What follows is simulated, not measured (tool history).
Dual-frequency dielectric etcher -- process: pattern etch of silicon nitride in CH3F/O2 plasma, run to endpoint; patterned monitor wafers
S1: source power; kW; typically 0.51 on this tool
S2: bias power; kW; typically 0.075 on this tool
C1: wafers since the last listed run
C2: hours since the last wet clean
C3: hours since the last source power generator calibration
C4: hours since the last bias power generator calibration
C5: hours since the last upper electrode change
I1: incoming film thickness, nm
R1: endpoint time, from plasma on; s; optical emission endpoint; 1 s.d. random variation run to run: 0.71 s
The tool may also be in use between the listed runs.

run,day,S1,S2,C1,C2,C3,C4,C5,I1,R1
1,0,0.51,0.075,0,108.3,1828.1,2726.5,3862.6,94.1,94.8
2,1.488,0.51,0.075,198,144,1863.8,2762.2,3898.3,94.6,94.9
3,3.2,0.51,0.075,228,185.1,1904.9,2803.3,3939.4,93.7,94.3
4,5.171,0.51,0.075,262,232.4,1952.2,2850.6,3986.7,95.5,96.3
5,6.742,0.51,0.075,209,270.1,1989.9,2888.3,4024.4,94.5,95.6
6,8.6,0.51,0.061,247,314.7,2034.5,2932.9,4069,93.6,99.6
7,10.129,0.59,0.071,203,351.4,2071.2,2969.6,4105.7,94.2,88.3
8,11.362,0.51,0.075,164,381,2100.8,2999.2,4135.3,94.4,94.1
9,13.808,0.51,0.075,325,439.7,2159.5,3057.9,4194,95.3,95.7
10,16.438,0.51,0.068,350,502.8,2222.6,3121,4257.1,94.4,96.1
11,18.042,0.51,0.075,213,541.3,2261.1,3159.5,4295.6,94.4,93.6
# day 19.308: wet clean of the chamber
12,20.458,0.57,0.087,188,27.6,2319.1,3217.5,4353.6,93.7,81.4
13,23.329,0.57,0.087,382,96.5,2388,3286.4,4422.5,94.8,82.8
14,24.467,0.51,0.075,151,123.8,2415.3,3313.7,4449.8,94.7,90.9
# day 26.892: source power generator calibrated
15,26.942,0.51,0.081,307,183.2,1.2,3373.1,4509.2,93.9,87.1
16,28.888,0.51,0.075,259,229.9,47.9,3419.8,4555.9,95.3,90.4
# day 29.988: bias power generator calibrated
# day 30.779: wet clean of the chamber, repeated, since the last time left the tool worse
# day 31.538: upper electrode replaced
17,31.558,0.51,0.09,126,18.7,112,37.7,0.5,94.7,91.1
18,31.575,0.51,0.075,2,19.1,112.4,38.1,0.9,94.7,97.2
19,32.104,0.47,0.065,70,31.8,125.1,50.8,13.6,94.2,104.3
20,34.183,0.47,0.089,276,81.7,175,100.7,63.5,96,96.5
21,36.233,0.41,0.066,272,130.9,224.2,149.9,112.7,94.8,111.7
22,40.183,0.62,0.061,525,225.7,319,244.7,207.5,95.5,90.9
23,41.629,0.55,0.088,192,260.4,353.7,279.4,242.2,94.6,87.9
24,43.571,0.51,0.075,258,307,400.3,326,288.8,95.7,97
25,46.071,0.51,0.064,332,367,460.3,386,348.8,94,98

Predict the results of run 26:
26,48.75,0.63,0.075,356,431.3,524.6,450.3,413.1,94.8,?

Run 26 produced R1 85.6 s.
Had the tool carried no hidden state, the very same run would have given R1 87.6 s.

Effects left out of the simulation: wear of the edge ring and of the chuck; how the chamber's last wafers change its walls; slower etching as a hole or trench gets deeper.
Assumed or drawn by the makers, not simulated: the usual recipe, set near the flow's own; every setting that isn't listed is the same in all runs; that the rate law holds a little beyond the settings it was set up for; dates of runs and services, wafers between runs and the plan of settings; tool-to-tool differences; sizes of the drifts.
